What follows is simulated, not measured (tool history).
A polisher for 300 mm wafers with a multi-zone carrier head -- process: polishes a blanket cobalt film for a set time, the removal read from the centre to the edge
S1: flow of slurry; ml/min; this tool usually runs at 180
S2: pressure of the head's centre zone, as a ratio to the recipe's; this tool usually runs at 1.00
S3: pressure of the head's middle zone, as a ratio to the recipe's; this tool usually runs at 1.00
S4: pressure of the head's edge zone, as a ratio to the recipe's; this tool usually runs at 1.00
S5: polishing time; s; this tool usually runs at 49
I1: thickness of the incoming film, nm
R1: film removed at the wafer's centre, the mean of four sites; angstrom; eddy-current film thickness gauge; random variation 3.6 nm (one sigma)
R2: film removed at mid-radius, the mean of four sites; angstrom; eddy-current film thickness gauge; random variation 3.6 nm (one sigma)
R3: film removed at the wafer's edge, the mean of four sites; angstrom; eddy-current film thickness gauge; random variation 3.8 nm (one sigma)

run,hour,S1,S2,S3,S4,S5,I1,R1,R2,R3
1,0.0,180,1.00,1.00,1.00,49,1536.3,3536,3499,3457
# hour 36.8: carrier head's membrane replaced by a new one
2,52.2,180,1.00,1.00,1.00,49,1568.9,3525,3400,3507
3,89.2,135,1.00,1.00,1.00,49,1573.9,3258,3199,3289
4,146.9,180,1.00,1.00,1.00,49,1556.8,3463,3378,3449
5,192.9,180,1.00,1.00,1.00,49,1572.5,3385,3312,3357
# hour 240.4: slurry nozzle cleaned
6,276.0,180,1.00,1.00,1.08,49,1560.5,3520,3387,3556
# hour 293.8: worn pad replaced by a new one
7,329.5,180,1.00,1.00,1.00,44,1605.1,3178,3048,3076
8,398.1,180,1.00,1.00,1.00,44,1563.4,3091,3050,3035
9,444.5,180,1.00,1.00,1.00,44,1540.1,3018,3047,3105
# hour 480.7: edge zone pressure recalibrated
10,520.6,180,1.08,1.00,1.00,49,1566.9,3437,3321,3261
11,574.5,180,1.00,1.00,1.00,49,1568.2,3224,3223,3254
# hour 582.3: slurry nozzle cleaned
# hour 610.2: centre zone pressure recalibrated
# hour 643.3: worn pad replaced by a new one
12,643.8,180,0.90,0.96,0.92,35,1558.6,2320,2398,2433
13,747.2,180,1.00,1.00,1.00,49,1570.7,3528,3390,3374
14,845.3,130,1.00,1.00,1.00,49,1584.7,3084,2992,3211
# hour 899.5: slurry nozzle cleaned
15,923.9,180,1.00,1.00,1.00,49,1580.9,3489,3392,3451
# hour 931.6: worn pad replaced by a new one
16,980.8,180,1.00,0.91,1.07,39,1599.2,2741,2582,2796
# hour 1024.6: carrier head's membrane replaced by a new one
17,1050.3,180,1.05,1.05,1.00,61,1557.4,4465,4346,4229
# hour 1224.2: worn pad replaced by a new one
# hour 1273.0: slurry nozzle cleaned
18,1313.1,180,1.10,1.00,1.00,49,1579.8,3779,3423,3551
19,1375.1,180,1.03,1.00,1.03,49,1568.0,3553,3416,3495
20,1439.4,180,1.00,1.00,1.00,49,1565.6,3469,3377,3480
21,1518.2,180,0.91,1.00,1.00,62,1577.9,3956,4201,4287
# hour 1530.1: worn pad replaced by a new one
# hour 1541.4: edge zone pressure recalibrated
22,1559.6,210,1.00,1.00,1.07,49,1596.4,3482,3408,3563
# hour 1592.1: slurry nozzle cleaned
23,1618.6,135,1.04,0.94,1.00,54,1543.0,3763,3435,3734

Below are 3 alternative next runs, each starting from the tool's condition after run 23. Predict each:
A,1619.0,180,1.00,1.00,1.00,49,1547.3,?,?,?
B,1619.0,180,1.00,1.06,1.07,49,1547.3,?,?,?
C,1619.0,180,1.00,1.00,1.00,56,1547.3,?,?,?

run,R1,R2,R3
A,3559,3469,3471
B,3560,3591,3563
C,4067,3964,3967
Without the tool's hidden state the same runs would have given:
run,R1,R2,R3
A,3565,3474,3475
B,3566,3597,3567
C,4074,3970,3971
